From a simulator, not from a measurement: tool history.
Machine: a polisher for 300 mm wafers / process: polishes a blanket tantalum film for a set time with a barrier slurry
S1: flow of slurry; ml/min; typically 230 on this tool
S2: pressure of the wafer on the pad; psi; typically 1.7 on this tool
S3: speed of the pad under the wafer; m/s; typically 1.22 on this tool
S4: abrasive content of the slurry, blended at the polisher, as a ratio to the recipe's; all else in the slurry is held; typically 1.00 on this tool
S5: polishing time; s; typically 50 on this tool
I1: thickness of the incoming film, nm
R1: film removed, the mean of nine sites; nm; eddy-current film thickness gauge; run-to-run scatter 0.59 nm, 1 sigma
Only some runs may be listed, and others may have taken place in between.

{"run": 1, "hour": 0.0, "S1": 280, "S2": 1.7, "S3": 1.22, "S4": 1.0, "S5": 50, "I1": 366.3, "R1": 75.7}
{"run": 2, "hour": 10.4, "S1": 260, "S2": 1.7, "S3": 1.12, "S4": 1.0, "S5": 50, "I1": 373.7, "R1": 69.2}
{"run": 3, "hour": 17.5, "S1": 260, "S2": 1.7, "S3": 1.12, "S4": 1.0, "S5": 50, "I1": 368.7, "R1": 69.8}
{"run": 4, "hour": 44.4, "S1": 230, "S2": 1.7, "S3": 1.22, "S4": 1.0, "S5": 50, "I1": 377.7, "R1": 73.2}
{"run": 5, "hour": 52.8, "S1": 230, "S2": 1.7, "S3": 1.22, "S4": 1.0, "S5": 50, "I1": 371.3, "R1": 74.8}
{"run": 6, "hour": 63.5, "S1": 230, "S2": 1.7, "S3": 1.22, "S4": 1.0, "S5": 50, "I1": 370.1, "R1": 73.9}
{"run": 7, "hour": 71.2, "S1": 230, "S2": 1.7, "S3": 1.22, "S4": 1.0, "S5": 50, "I1": 366.6, "R1": 74.6}
{"run": 8, "hour": 83.8, "S1": 230, "S2": 1.7, "S3": 1.04, "S4": 1.0, "S5": 58, "I1": 366.8, "R1": 74.6}
{"run": 9, "hour": 97.5, "S1": 230, "S2": 1.7, "S3": 1.04, "S4": 1.0, "S5": 58, "I1": 364.6, "R1": 75.0}
{"run": 10, "hour": 106.7, "S1": 230, "S2": 1.7, "S3": 1.04, "S4": 1.0, "S5": 58, "I1": 362.2, "R1": 74.1}
{"run": 11, "hour": 114.8, "S1": 185, "S2": 1.7, "S3": 1.22, "S4": 0.9, "S5": 50, "I1": 366.3, "R1": 70.7}
{"run": 12, "hour": 129.0, "S1": 185, "S2": 1.7, "S3": 1.22, "S4": 0.9, "S5": 50, "I1": 364.1, "R1": 69.6}
{"run": 13, "hour": 143.1, "S1": 185, "S2": 1.7, "S3": 1.22, "S4": 0.9, "S5": 50, "I1": 367.0, "R1": 69.6}
{"run": 14, "hour": 155.7, "S1": 230, "S2": 1.7, "S3": 1.22, "S4": 1.0, "S5": 50, "I1": 373.4, "R1": 73.2}
{"run": 15, "hour": 162.2, "S1": 175, "S2": 1.7, "S3": 0.94, "S4": 1.1, "S5": 41, "I1": 372.7, "R1": 47.4}
{"run": 16, "hour": 178.4, "S1": 275, "S2": 1.7, "S3": 1.22, "S4": 1.0, "S5": 50, "I1": 369.1, "R1": 76.3}
{"run": 17, "hour": 189.7, "S1": 230, "S2": 1.7, "S3": 1.22, "S4": 1.0, "S5": 50, "I1": 374.1, "R1": 74.4}
{"run": 18, "hour": 203.7, "S1": 230, "S2": 1.7, "S3": 1.22, "S4": 1.0, "S5": 50, "I1": 364.6, "R1": 73.6}
{"run": 19, "hour": 210.2, "S1": 230, "S2": 1.2, "S3": 1.36, "S4": 1.0, "S5": 62, "I1": 367.1, "R1": 72.5}
{"run": 20, "hour": 220.5, "S1": 230, "S2": 1.7, "S3": 1.22, "S4": 1.0, "S5": 50, "I1": 363.3, "R1": 75.1}
{"run": 21, "hour": 237.3, "S1": 265, "S2": 1.7, "S3": 1.22, "S4": 1.0, "S5": 59, "I1": 369.4, "R1": 89.9}
{"run": 22, "hour": 249.5, "S1": 230, "S2": 1.7, "S3": 1.22, "S4": 1.0, "S5": 50, "I1": 372.7, "R1": 74.6}
{"run": 23, "hour": 256.2, "S1": 165, "S2": 1.5, "S3": 0.9, "S4": 1.3, "S5": 50, "I1": 366.9, "R1": 50.7}
{"run": 24, "hour": 270.0, "S1": 230, "S2": 1.9, "S3": 1.46, "S4": 1.15, "S5": 60, "I1": 369.8, "R1": 121.5}
{"run": 25, "hour": 278.8, "S1": 230, "S2": 2.3, "S3": 1.22, "S4": 0.85, "S5": 50, "I1": 375.1, "R1": 94.6}
{"run": 26, "hour": 289.6, "S1": 230, "S2": 2.1, "S3": 0.88, "S4": 1.0, "S5": 50, "I1": 371.7, "R1": 68.1}
{"run": 27, "hour": 297.0, "S1": 230, "S2": 1.7, "S3": 1.22, "S4": 1.0, "S5": 50, "I1": 375.0, "R1": 73.0}
{"run": 28, "hour": 312.3, "S1": 230, "S2": 1.7, "S3": 1.22, "S4": 1.0, "S5": 50, "I1": 371.3, "R1": 74.2}
{"run": 29, "hour": 354.4, "S1": 165, "S2": 1.7, "S3": 1.22, "S4": 1.0, "S5": 42, "I1": 368.4, "R1": 59.8}

Removed from this log: 7 entries logged between the listed runs. Between which two listed runs does each belong, and how does the tool's hidden state at the listed run before it compare with that at the listed run after it?
From run 4 to run 5: worn pad replaced by a new one (hour 51.2)
  nothing in the hidden state changes from one run to the other
From run 11 to run 12: worn pad replaced by a new one (hour 128.5)
  nothing in the hidden state changes from one run to the other
From run 15 to run 16: head pressure recalibrated (hour 169.0); slurry blender recalibrated (hour 173.9)
  nothing in the hidden state changes from one run to the other
From run 17 to run 18: worn pad replaced by a new one (hour 203.2)
  nothing in the hidden state changes from one run to the other
From run 18 to run 19: slurry nozzle cleaned (hour 209.8)
  nothing in the hidden state changes from one run to the other
From run 25 to run 26: worn pad replaced by a new one (hour 289.1)
  nothing in the hidden state changes from one run to the other
